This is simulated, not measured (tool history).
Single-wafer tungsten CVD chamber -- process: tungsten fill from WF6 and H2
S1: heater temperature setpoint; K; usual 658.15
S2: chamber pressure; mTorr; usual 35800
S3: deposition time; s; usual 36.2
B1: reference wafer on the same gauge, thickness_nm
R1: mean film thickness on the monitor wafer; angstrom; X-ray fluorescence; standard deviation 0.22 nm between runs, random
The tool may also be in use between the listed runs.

run   hour      S1     S2    S3      B1       R1
  1      0  658.15  35800  36.2  89.204   861.02
  2   24.6  658.15  35800  36.2  89.201   858.94
  3   37.4  658.15  35800  36.2  89.169   856.74
  4   70.1  658.15  38500  36.2  89.202   903.62
  5   96.5  658.15  38500  36.2  89.156   904.14
  6  118.1  658.15  38500  36.2  89.181   904.34
     185.9  -- capacitance manometer re-zeroed and calibrated
  7  205.8  658.15  35800  36.2  89.295   858.45
  8    240  658.15  35800  36.2  89.221   859.87
  9  265.4  652.15  35800  36.2  89.251   759.07
 10    301  658.15  41500  41.6  89.267  1106.56
 11  322.3  658.15  41500  41.6  89.336  1102.86
 12    354  658.15  35800  36.2  89.327    856.3
     367.4  -- gauge calibrated
 13  384.9  663.15  35800  36.2  86.708   919.32
 14  400.1  670.15  35800  31.3  86.812   903.99
 15  434.2  644.15  35800  29.2  86.976   506.88
 16  453.4  658.15  35800  38.3  87.036   883.24
 17  474.1  658.15  35800  38.8  87.112    894.6
 18  486.7  668.15  35800  31.1   87.24   865.65
 19  513.7  658.15  35800  36.2  87.275   833.65
 20  547.1  658.15  30300  36.2  87.409   725.42
 21  559.7  645.15  35800  36.2  87.469    644.8
 22  585.9  658.15  32400  36.2  87.622   770.85
 23  612.8  673.15  31800  34.1  87.622   947.64
     643.6  -- showerhead replaced
 24  648.2  658.15  35800  36.2  87.783   840.55
     663.7  -- thermocouple changed; heater temperature recalibrated
 25  676.9  665.15  29000  32.5   87.78   718.99
 26    705  653.15  38700  30.3  87.906    678.9
 27  728.6  658.15  38500  36.2  87.931    896.5
 28  742.1  658.15  35800  36.2  87.969    843.6
 29  760.3  658.15  35800  36.2      88   849.69
 30  773.4  666.15  29200  38.1  88.023   867.95
 31  802.1  647.15  32000  40.6  88.131   690.73
 32  875.1  658.15  35800  36.2  88.231   850.86
 33    897  658.15  27900  38.1  88.228   713.52
 34  923.2  666.15  28600  41.1  88.348   920.07
 35  942.1  663.15  29400  36.2  88.357    785.3

Below are 3 alternative next runs, each starting from the tool's condition after run 35. Predict each:
  A  942.5  658.15  35800  42.9   ?   ?
  B  942.5  666.15  35800  31.7   ?   ?
  C  942.5  658.15  33200  32.3   ?   ?

run      B1       R1
  A  88.319  1005.01
  B  88.319   864.71
  C  88.319    710.3
Take away the tool's hidden state, keep each run's random variation, and the runs would have read:
run      R1
  A  988.63
  B  850.62
  C  698.73
